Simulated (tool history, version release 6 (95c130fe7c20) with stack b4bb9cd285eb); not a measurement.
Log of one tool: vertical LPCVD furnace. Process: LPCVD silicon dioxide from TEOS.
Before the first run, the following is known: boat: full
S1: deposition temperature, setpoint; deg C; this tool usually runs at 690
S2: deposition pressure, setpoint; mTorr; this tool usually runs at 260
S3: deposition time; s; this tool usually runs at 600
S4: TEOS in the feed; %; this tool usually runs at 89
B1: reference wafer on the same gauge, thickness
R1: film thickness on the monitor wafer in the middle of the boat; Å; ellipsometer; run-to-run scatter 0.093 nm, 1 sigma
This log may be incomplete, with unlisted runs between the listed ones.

Run 1, hour 0: usual settings; B1 55.32. Result: R1 620.1 Å.
Run 2, hour 11.9: usual settings but S1 683 deg C; B1 55.3. Result: R1 523.2 Å.
Run 3, hour 19.2: usual settings but S1 683 deg C; B1 55.25. Result: R1 524 Å.
Run 4, hour 25.4: usual settings but S1 683 deg C; B1 55.23. Result: R1 524.3 Å.
Run 5, hour 38: usual settings; B1 55.18. Result: R1 618.7 Å.
At hour 70.9: gauge calibrated.
At hour 75.4: TEOS flow controller replaced.
At hour 85.2: pressure gauge zeroed.
Run 6, hour 85.7: usual settings; B1 55.47. Result: R1 622.3 Å.
Run 7, hour 90: usual settings; B1 55.46. Result: R1 621.9 Å.
Run 8, hour 94.3: usual settings; B1 55.44. Result: R1 622 Å.
Run 9, hour 98.6: usual settings but S1 682 deg C, S2 290 mTorr, S4 84 %; B1 55.45. Result: R1 526.5 Å.
Run 10, hour 102.9: usual settings; B1 55.43. Result: R1 621.3 Å.
Run 11, hour 108.2: usual settings but S1 696 deg C, S2 285 mTorr, S4 97 %; B1 55.43. Result: R1 783.6 Å.
At hour 138.7: thermocouples replaced and temperature profile calibrated.
Run 12, hour 139.2: usual settings but S3 810 s; B1 55.4. Result: R1 840.8 Å.
Run 13, hour 143.5: usual settings but S1 680 deg C, S3 450 s, S4 97 %; B1 55.38. Result: R1 383.3 Å.
Run 14, hour 150.5: usual settings; B1 55.4. Result: R1 622.2 Å.
Run 15, hour 168.2: usual settings but S1 702 deg C, S2 240 mTorr, S4 84 %; B1 55.37. Result: R1 767.3 Å.
Run 16, hour 180.4: usual settings but S1 695 deg C, S2 310 mTorr, S3 480 s, S4 94 %; B1 55.34. Result: R1 627.3 Å.

Alternative continuations, all from the tool just after run 16; predict every row:
Run A, hour 184.8: usual settings but S4 97 %; B1 ?. Result: R1 ?.
Run B, hour 184.8: usual settings but S3 360 s; B1 ?. Result: R1 ?.
Run C, hour 184.8: usual settings but S1 701 deg C, S3 360 s; B1 ?. Result: R1 ?.
Run D, hour 184.8: usual settings but S1 697 deg C, S2 320 mTorr, S3 810 s, S4 97 %; B1 ?. Result: R1 ?.
Run E, hour 184.8: usual settings but S4 84 %; B1 ?. Result: R1 ?.

run     B1      R1
  A  55.36   649.4
  B  55.36   373.2
  C  55.36   483.2
  D  55.36  1147.1
  E  55.36   604.3
Without the tool's unlogged condition, the same runs would have read:
run      R1
  A   651.4
  B   374.4
  C   484.7
  D  1150.6
  E   606.2
